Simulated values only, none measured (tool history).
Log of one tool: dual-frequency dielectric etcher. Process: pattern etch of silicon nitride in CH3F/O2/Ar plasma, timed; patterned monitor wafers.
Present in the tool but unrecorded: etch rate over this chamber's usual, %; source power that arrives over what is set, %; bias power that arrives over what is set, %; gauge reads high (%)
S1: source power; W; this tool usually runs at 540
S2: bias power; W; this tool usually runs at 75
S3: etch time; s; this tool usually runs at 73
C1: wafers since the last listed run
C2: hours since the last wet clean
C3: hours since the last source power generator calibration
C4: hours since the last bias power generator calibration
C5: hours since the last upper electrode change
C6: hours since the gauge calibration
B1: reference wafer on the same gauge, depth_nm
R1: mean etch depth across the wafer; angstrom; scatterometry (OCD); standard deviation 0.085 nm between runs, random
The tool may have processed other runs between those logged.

Run 1, day 0: usual settings; C1 0; C2 203.3; C3 3489.4; C4 1547.5; C5 3377.9; C6 476; B1 59.1. Result: R1 571 angstrom.
Run 2, day 1.4: usual settings; C1 383; C2 236.9; C3 3523; C4 1581.1; C5 3411.5; C6 509.6; B1 59.1. Result: R1 569 angstrom.
Run 3, day 2.792: usual settings; C1 381; C2 270.3; C3 3556.4; C4 1614.5; C5 3444.9; C6 543; B1 59.1. Result: R1 569 angstrom.
Run 4, day 3.8: usual settings; C1 276; C2 294.5; C3 3580.6; C4 1638.7; C5 3469.1; C6 567.2; B1 59.1. Result: R1 568 angstrom.
Run 5, day 4.8: usual settings; C1 274; C2 318.5; C3 3604.6; C4 1662.7; C5 3493.1; C6 591.2; B1 59.1. Result: R1 570 angstrom.
Run 6, day 5.525: usual settings but S2 85 W, S3 57 s; C1 198; C2 335.9; C3 3622; C4 1680.1; C5 3510.5; C6 608.6; B1 59.1. Result: R1 467 angstrom.
Run 7, day 6.925: usual settings; C1 383; C2 369.5; C3 3655.6; C4 1713.7; C5 3544.1; C6 642.2; B1 59.1. Result: R1 567 angstrom.
Run 8, day 7.5: usual settings; C1 157; C2 383.3; C3 3669.4; C4 1727.5; C5 3557.9; C6 656; B1 59.1. Result: R1 567 angstrom.
Run 9, day 8.15: usual settings; C1 178; C2 398.9; C3 3685; C4 1743.1; C5 3573.5; C6 671.6; B1 59.1. Result: R1 568 angstrom.
At day 8.242: gauge calibrated.
Run 10, day 8.946: usual settings but S1 640 W; C1 218; C2 418; C3 3704.1; C4 1762.2; C5 3592.6; C6 16.9; B1 59.1. Result: R1 603 angstrom.
Run 11, day 9.675: usual settings but S1 640 W; C1 199; C2 435.5; C3 3721.6; C4 1779.7; C5 3610.1; C6 34.4; B1 59.1. Result: R1 603 angstrom.
Run 12, day 10.617: usual settings but S2 80 W, S3 65.5 s; C1 258; C2 458.1; C3 3744.2; C4 1802.3; C5 3632.7; C6 57; B1 59.1. Result: R1 520 angstrom.
Run 13, day 11.212: usual settings; C1 163; C2 472.4; C3 3758.5; C4 1816.6; C5 3647; C6 71.3; B1 59.1. Result: R1 565 angstrom.
At day 11.412: bias power generator calibrated.
Run 14, day 12.179: usual settings but S1 590 W, S2 69 W, S3 51 s; C1 219; C2 495.6; C3 3781.7; C4 18.4; C5 3670.2; C6 94.5; B1 59.1. Result: R1 390 angstrom.
Run 15, day 13.604: usual settings but S1 470 W, S2 85 W, S3 55 s; C1 390; C2 529.8; C3 3815.9; C4 52.6; C5 3704.4; C6 128.7; B1 59.1. Result: R1 421 angstrom.
Run 16, day 14.608: usual settings but S2 65 W; C1 275; C2 553.9; C3 3840; C4 76.7; C5 3728.5; C6 152.8; B1 59.1. Result: R1 529 angstrom.
Run 17, day 15.121: usual settings but S3 51.5 s; C1 140; C2 566.2; C3 3852.3; C4 89; C5 3740.8; C6 165.1; B1 59.1. Result: R1 394 angstrom.
Run 18, day 16.038: usual settings but S1 610 W, S3 90.5 s; C1 251; C2 588.2; C3 3874.3; C4 111; C5 3762.8; C6 187.1; B1 59.1. Result: R1 723 angstrom.
Run 19, day 16.654: usual settings but S1 490 W, S2 67 W, S3 82.5 s; C1 169; C2 603; C3 3889.1; C4 125.8; C5 3777.6; C6 201.9; B1 59.1. Result: R1 584 angstrom.
At day 18.4: wet clean of the chamber.
At day 19.1: source power generator calibrated.
At day 19.296: upper electrode replaced.
Run 20, day 19.317: usual settings; C1 356; C2 22; C3 5.2; C4 189.7; C5 0.5; C6 265.8; B1 59.1. Result: R1 569 angstrom.
Run 21, day 21.796: usual settings but S1 580 W; C1 679; C2 81.5; C3 64.7; C4 249.2; C5 60; C6 325.3; B1 59.1. Result: R1 581 angstrom.
Run 22, day 23.225: usual settings; C1 391; C2 115.8; C3 99; C4 283.5; C5 94.3; C6 359.6; B1 59.1. Result: R1 569 angstrom.
Run 23, day 27.421: usual settings but S2 84 W; C1 1150; C2 216.5; C3 199.7; C4 384.2; C5 195; C6 460.3; B1 59.1. Result: R1 592 angstrom.

Below are 3 alternative next runs, each starting from the tool's condition after run 23. Predict each:
Run A, day 27.438: usual settings but S2 56 W; C1 4; C2 216.9; C3 200.1; C4 384.6; C5 195.4; C6 460.7; B1 ?. Result: R1 ?.
Run B, day 27.438: usual settings but S1 480 W, S2 61 W, S3 55.5 s; C1 4; C2 216.9; C3 200.1; C4 384.6; C5 195.4; C6 460.7; B1 ?. Result: R1 ?.
Run C, day 27.438: usual settings but S1 580 W, S2 68 W, S3 53.5 s; C1 4; C2 216.9; C3 200.1; C4 384.6; C5 195.4; C6 460.7; B1 ?. Result: R1 ?.

run    B1   R1
  A  59.1  507
  B  59.1  381
  C  59.1  410
Stripped of hidden state, with their random variation kept, the same runs would have yielded:
run   R1
  A  507
  B  381
  C  410

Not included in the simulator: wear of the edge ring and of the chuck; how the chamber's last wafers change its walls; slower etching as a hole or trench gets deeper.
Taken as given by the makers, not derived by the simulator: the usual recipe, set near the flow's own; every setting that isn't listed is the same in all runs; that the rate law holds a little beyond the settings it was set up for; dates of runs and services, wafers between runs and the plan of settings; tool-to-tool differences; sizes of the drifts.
